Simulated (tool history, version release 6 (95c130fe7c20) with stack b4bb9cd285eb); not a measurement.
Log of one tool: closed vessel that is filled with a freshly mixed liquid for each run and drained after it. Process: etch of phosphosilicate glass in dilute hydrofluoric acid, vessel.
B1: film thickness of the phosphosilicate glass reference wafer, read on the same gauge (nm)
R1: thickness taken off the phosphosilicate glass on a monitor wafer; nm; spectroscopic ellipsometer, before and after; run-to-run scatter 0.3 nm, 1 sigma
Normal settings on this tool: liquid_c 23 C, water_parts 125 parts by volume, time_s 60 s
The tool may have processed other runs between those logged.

Run 1, hour 0: usual settings but water_parts 110 parts by volume, time_s 45 s; B1 120.01. Result: R1 49.7 nm.
Run 2, hour 16.9: usual settings; B1 120.02. Result: R1 57.12 nm.
Run 3, hour 29.7: usual settings; B1 119.95. Result: R1 57.44 nm.
Run 4, hour 51.2: usual settings; B1 120.02. Result: R1 56.63 nm.
Run 5, hour 63.9: usual settings; B1 120. Result: R1 57.65 nm.
Run 6, hour 78.5: usual settings but time_s 70 s; B1 120. Result: R1 65.9 nm.
Run 7, hour 89: usual settings but time_s 70 s; B1 120.01. Result: R1 66.82 nm.
Run 8, hour 104.2: usual settings but time_s 70 s; B1 119.98. Result: R1 66.43 nm.
Run 9, hour 118.8: usual settings but water_parts 140 parts by volume; B1 119.97. Result: R1 50.01 nm.
At hour 129.3: gauge calibrated.
Run 10, hour 135.6: usual settings but time_s 85 s; B1 120.01. Result: R1 80.7 nm.
Run 11, hour 152.8: usual settings but water_parts 145 parts by volume; B1 119.98. Result: R1 48.05 nm.
Run 12, hour 162.9: usual settings but water_parts 145 parts by volume; B1 120. Result: R1 48 nm.
At hour 172.6: hydrofluoric acid flow meter replaced.
Run 13, hour 173.7: usual settings; B1 120.02. Result: R1 56.68 nm.
Run 14, hour 190.6: usual settings but water_parts 155 parts by volume; B1 120. Result: R1 44.05 nm.
At hour 201.1: thermometer replaced.
Run 15, hour 207.7: usual settings but water_parts 155 parts by volume; B1 120.04. Result: R1 48.94 nm.
Run 16, hour 213.9: usual settings but liquid_c 26 C, water_parts 95 parts by volume, time_s 45 s; B1 120.03. Result: R1 72.53 nm.
Run 17, hour 225.5: usual settings but liquid_c 26 C, water_parts 95 parts by volume, time_s 45 s; B1 119.99. Result: R1 72.28 nm.
Run 18, hour 237.3: usual settings but liquid_c 25 C, time_s 50 s; B1 120.03. Result: R1 56.78 nm.
Run 19, hour 249.7: usual settings but liquid_c 27.5 C, time_s 80 s; B1 120.01. Result: R1 100.21 nm.
Run 20, hour 279.5: usual settings but liquid_c 24.5 C, water_parts 160 parts by volume; B1 120.01. Result: R1 49.96 nm.
Run 21, hour 294.5: usual settings but time_s 75 s; B1 120.01. Result: R1 78.65 nm.
Run 22, hour 304.4: usual settings but liquid_c 25 C, water_parts 165 parts by volume, time_s 45 s; B1 120. Result: R1 36.57 nm.
Run 23, hour 317.3: usual settings but liquid_c 18.5 C; B1 120. Result: R1 51.96 nm.
Run 24, hour 333.2: usual settings but liquid_c 19.5 C, water_parts 75 parts by volume, time_s 95 s; B1 120.04. Result: R1 150.86 nm.
Run 25, hour 348.3: usual settings but liquid_c 28 C; B1 119.99. Result: R1 76.16 nm.
Run 26, hour 354.7: usual settings but water_parts 140 parts by volume; B1 120.04. Result: R1 54.91 nm.
Run 27, hour 364.1: usual settings but water_parts 95 parts by volume; B1 120. Result: R1 85.3 nm.
Run 28, hour 379.3: usual settings; B1 120.01. Result: R1 62.65 nm.
Run 29, hour 396.6: usual settings but liquid_c 18.5 C, water_parts 180 parts by volume, time_s 45 s; B1 119.99. Result: R1 25.56 nm.
Run 30, hour 408.4: usual settings but liquid_c 25.5 C, water_parts 80 parts by volume, time_s 95 s; B1 119.98. Result: R1 180.49 nm.
Run 31, hour 415.9: usual settings but liquid_c 21 C; B1 119.99. Result: R1 57.44 nm.
Run 32, hour 422.2: usual settings but water_parts 155 parts by volume, time_s 50 s; B1 120.01. Result: R1 40.82 nm.

Measured less the same run without the tool's hidden state. The same run-to-run variation is in both; the gauge's scatter may not be:
The tool's hidden condition here consists of: liquid colder than its thermometer reads (K); hydrofluoric acid flow above the setpoint (%); gauge reads high (%).
run     R1
  1  -5.58
  2   -6.4
  3  -6.47
  4  -6.43
  5  -6.56
  6  -7.56
  7   -7.7
  8  -7.71
  9  -5.77
 10  -9.48
 11  -5.61
 12  -5.62
 13  -6.76
 14  -5.18
 15  -0.48
 16  -0.72
 17  -0.77
 18  -0.62
 19   -1.1
 20  -0.61
 21  -1.06
 22  -0.49
 23  -0.78
 24  -2.42
 25  -1.15
 26  -0.86
 27  -1.42
 28  -1.06
 29  -0.46
 30  -3.34
 31  -1.09
 32  -0.75

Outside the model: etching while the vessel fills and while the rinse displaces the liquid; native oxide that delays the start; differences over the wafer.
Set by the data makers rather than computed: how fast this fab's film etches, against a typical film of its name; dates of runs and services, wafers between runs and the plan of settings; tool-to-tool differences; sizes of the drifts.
